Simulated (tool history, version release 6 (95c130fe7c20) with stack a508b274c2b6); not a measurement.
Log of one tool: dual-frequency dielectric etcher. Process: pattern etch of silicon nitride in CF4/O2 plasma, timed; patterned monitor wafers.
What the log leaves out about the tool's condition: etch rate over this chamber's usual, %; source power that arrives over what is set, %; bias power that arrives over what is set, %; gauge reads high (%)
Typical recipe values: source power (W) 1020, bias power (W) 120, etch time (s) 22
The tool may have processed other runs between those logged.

run	hour	source power (W)	bias power (W)	etch time (s)	wafers since the last listed run	hours since the last wet clean	hours since the last source power generator calibration	hours since the last bias power generator calibration	hours since the last upper electrode change	hours since the gauge calibration	read-back reference wafer on the same gauge, depth_nm	mean etch depth across the wafer (angstrom)
1	0	1020	120	22	0	146.1	2890.2	4225.7	5006.6	210.6	59	657
2	13	1020	120	22	207	159.1	2903.2	4238.7	5019.6	223.6	59	656
3	28.9	1020	120	22	254	175	2919.1	4254.6	5035.5	239.5	59	656
4	44.4	1020	120	22	247	190.5	2934.6	4270.1	5051	255	58.9	657
5	60.4	1020	120	22	255	206.5	2950.6	4286.1	5067	271	59	657
6	66.6	1020	120	22	99	212.7	2956.8	4292.3	5073.2	277.2	59	650
7	76.6	1020	120	22	159	222.7	2966.8	4302.3	5083.2	287.2	59	647
8	89	1020	120	22	198	235.1	2979.2	4314.7	5095.6	299.6	59	653
9	97	1020	120	22	127	243.1	2987.2	4322.7	5103.6	307.6	59	652
10	107.9	1020	120	22	174	254	2998.1	4333.6	5114.5	318.5	59	654
# hour 113.3: gauge calibrated
11	123.4	1020	120	22	247	269.5	3013.6	4349.1	5130	10.1	59	653
12	129.4	1020	120	22	95	275.5	3019.6	4355.1	5136	16.1	59	651
13	162.2	1020	120	22	524	308.3	3052.4	4387.9	5168.8	48.9	59	648
14	169.9	1020	120	22	123	316	3060.1	4395.6	5176.5	56.6	59	645
# hour 185.1: bias power generator calibrated
15	185.8	1020	111	22	190	331.9	3076	0.7	5192.4	72.5	59	628
16	200.9	1020	99	26	241	347	3091.1	15.8	5207.5	87.6	58.9	714
# hour 226.4: upper electrode replaced
17	226.9	950	96	18.5	31	373	3117.1	41.8	0.5	113.6	59.1	479
18	239.5	1120	139	27	201	385.6	3129.7	54.4	13.1	126.2	59	886
19	252.1	1020	120	17.5	201	398.2	3142.3	67	25.7	138.8	59	514
# hour 270: source power generator calibrated
# hour 279.1: wet clean of the chamber
20	279.6	1200	120	22	230	0.5	9.6	94.5	53.2	166.3	59	742
21	279.9	1220	101	20	4	0.8	9.9	94.8	53.5	166.6	59	640
22	281.4	1020	120	22	23	2.3	11.4	96.3	55	168.1	59	659
23	297.8	1190	120	22	262	18.7	27.8	112.7	71.4	184.5	59	740
24	304.1	1020	90	20.5	100	25	34.1	119	77.7	190.8	59	564
25	317.4	1020	120	22	212	38.3	47.4	132.3	91	204.1	58.9	654
26	327.6	1020	120	26.5	163	48.5	57.6	142.5	101.2	214.3	58.9	798
27	338.1	1020	120	25	167	59	68.1	153	111.7	224.8	58.9	751
28	354.2	1020	120	22	257	75.1	84.2	169.1	127.8	240.9	59	663
29	360.8	780	104	16	105	81.7	90.8	175.7	134.4	247.5	59	380

5 ways to go on from here, each from the tool as it stands after run 29. What would each give?
A	361.2	1020	107	22	6	82.1	91.2	176.1	134.8	247.9	?	?
B	361.2	950	120	15.5	6	82.1	91.2	176.1	134.8	247.9	?	?
C	361.2	1020	120	16.5	6	82.1	91.2	176.1	134.8	247.9	?	?
D	361.2	830	107	20	6	82.1	91.2	176.1	134.8	247.9	?	?
E	361.2	1020	96	22	6	82.1	91.2	176.1	134.8	247.9	?	?

run	read-back reference wafer on the same gauge, depth_nm	mean etch depth across the wafer (angstrom)
A	59	628
B	59	439
C	59	490
D	59	497
E	59	605
What these runs would have given with no unlogged condition in the tool:
run	mean etch depth across the wafer (angstrom)
A	635
B	444
C	496
D	503
E	613
